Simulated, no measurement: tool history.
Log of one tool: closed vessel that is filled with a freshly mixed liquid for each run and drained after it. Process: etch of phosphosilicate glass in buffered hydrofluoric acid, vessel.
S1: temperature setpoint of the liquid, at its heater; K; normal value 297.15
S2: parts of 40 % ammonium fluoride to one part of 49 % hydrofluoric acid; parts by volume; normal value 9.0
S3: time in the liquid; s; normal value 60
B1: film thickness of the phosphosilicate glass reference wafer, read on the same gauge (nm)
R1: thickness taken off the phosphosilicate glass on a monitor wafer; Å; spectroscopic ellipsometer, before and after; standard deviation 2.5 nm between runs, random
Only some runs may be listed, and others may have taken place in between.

{"run": 1, "hour": 0.0, "S1": 299.65, "S2": 9.0, "S3": 60, "B1": 119.97, "R1": 2937.3}
{"hour": 0.6, "done": "hydrofluoric acid flow meter replaced"}
{"run": 2, "hour": 66.9, "S1": 297.15, "S2": 6.5, "S3": 70, "B1": 119.98, "R1": 4514.5}
{"run": 3, "hour": 186.6, "S1": 297.15, "S2": 6.5, "S3": 70, "B1": 120.0, "R1": 4620.8}
{"run": 4, "hour": 216.0, "S1": 294.15, "S2": 9.0, "S3": 60, "B1": 119.93, "R1": 2408.1}
{"run": 5, "hour": 271.8, "S1": 294.15, "S2": 9.0, "S3": 60, "B1": 120.04, "R1": 2324.5}
{"run": 6, "hour": 304.9, "S1": 294.15, "S2": 9.0, "S3": 60, "B1": 120.02, "R1": 2356.4}
{"run": 7, "hour": 353.5, "S1": 297.15, "S2": 9.0, "S3": 60, "B1": 120.03, "R1": 2764.7}
{"run": 8, "hour": 378.2, "S1": 297.15, "S2": 9.0, "S3": 60, "B1": 119.99, "R1": 2802.2}
{"run": 9, "hour": 425.6, "S1": 297.15, "S2": 9.0, "S3": 60, "B1": 119.97, "R1": 2787.4}
{"run": 10, "hour": 453.2, "S1": 297.15, "S2": 7.0, "S3": 60, "B1": 120.03, "R1": 3571.1}
{"run": 11, "hour": 508.4, "S1": 297.15, "S2": 7.0, "S3": 60, "B1": 119.98, "R1": 3568.4}
{"run": 12, "hour": 559.0, "S1": 297.15, "S2": 9.0, "S3": 60, "B1": 119.97, "R1": 2823.6}
{"run": 13, "hour": 625.2, "S1": 297.15, "S2": 9.0, "S3": 60, "B1": 120.0, "R1": 2737.0}
{"run": 14, "hour": 681.3, "S1": 297.15, "S2": 9.0, "S3": 60, "B1": 119.94, "R1": 2759.7}
{"run": 15, "hour": 723.0, "S1": 297.15, "S2": 9.0, "S3": 60, "B1": 119.98, "R1": 2814.1}
{"run": 16, "hour": 767.1, "S1": 297.15, "S2": 9.0, "S3": 60, "B1": 120.02, "R1": 2776.8}
{"run": 17, "hour": 811.7, "S1": 295.15, "S2": 12.0, "S3": 40, "B1": 120.0, "R1": 1262.2}
{"run": 18, "hour": 839.6, "S1": 297.15, "S2": 9.0, "S3": 60, "B1": 119.97, "R1": 2813.9}
{"run": 19, "hour": 893.9, "S1": 302.15, "S2": 9.0, "S3": 85, "B1": 120.02, "R1": 5097.9}
{"hour": 939.3, "done": "thermometer replaced"}
{"run": 20, "hour": 945.4, "S1": 295.15, "S2": 5.5, "S3": 70, "B1": 119.98, "R1": 4004.4}
{"hour": 964.9, "done": "gauge calibrated"}
{"run": 21, "hour": 993.4, "S1": 297.15, "S2": 9.0, "S3": 60, "B1": 119.99, "R1": 2419.4}
{"run": 22, "hour": 1173.9, "S1": 293.65, "S2": 6.5, "S3": 60, "B1": 119.99, "R1": 2729.2}
{"run": 23, "hour": 1211.9, "S1": 297.15, "S2": 9.0, "S3": 60, "B1": 119.96, "R1": 2408.0}
{"run": 24, "hour": 1281.5, "S1": 297.15, "S2": 9.0, "S3": 30, "B1": 119.95, "R1": 1193.0}
{"hour": 1327.5, "done": "hydrofluoric acid flow meter replaced"}
{"run": 25, "hour": 1336.1, "S1": 292.15, "S2": 6.0, "S3": 50, "B1": 120.0, "R1": 2443.6}
{"run": 26, "hour": 1369.8, "S1": 297.15, "S2": 9.0, "S3": 45, "B1": 120.02, "R1": 1927.2}
{"run": 27, "hour": 1421.5, "S1": 292.65, "S2": 6.5, "S3": 30, "B1": 119.97, "R1": 1428.9}
{"run": 28, "hour": 1486.9, "S1": 300.65, "S2": 9.0, "S3": 60, "B1": 120.0, "R1": 3152.8}
{"run": 29, "hour": 1547.4, "S1": 299.65, "S2": 10.0, "S3": 60, "B1": 120.04, "R1": 2780.0}
{"run": 30, "hour": 1604.1, "S1": 301.15, "S2": 6.5, "S3": 35, "B1": 120.04, "R1": 2615.0}
{"run": 31, "hour": 1657.3, "S1": 295.65, "S2": 9.0, "S3": 80, "B1": 119.97, "R1": 3196.7}
{"run": 32, "hour": 1718.9, "S1": 294.65, "S2": 9.0, "S3": 60, "B1": 119.97, "R1": 2268.2}

What if the next run were any one of these 3? Each begins from the tool's condition after run 32:
{"run": "A", "hour": 1719.6, "S1": 297.15, "S2": 9.0, "S3": 60, "B1": "?", "R1": "?"}
{"run": "B", "hour": 1719.6, "S1": 293.15, "S2": 11.0, "S3": 60, "B1": "?", "R1": "?"}
{"run": "C", "hour": 1719.6, "S1": 297.15, "S2": 6.0, "S3": 40, "B1": "?", "R1": "?"}

run=A B1=119.97 R1=2604.2
run=B B1=119.97 R1=1754.9
run=C B1=119.97 R1=2576.1
What these runs would have given with no unlogged condition in the tool:
run=A R1=2552.1
run=B R1=1745.1
run=C R1=2552.4
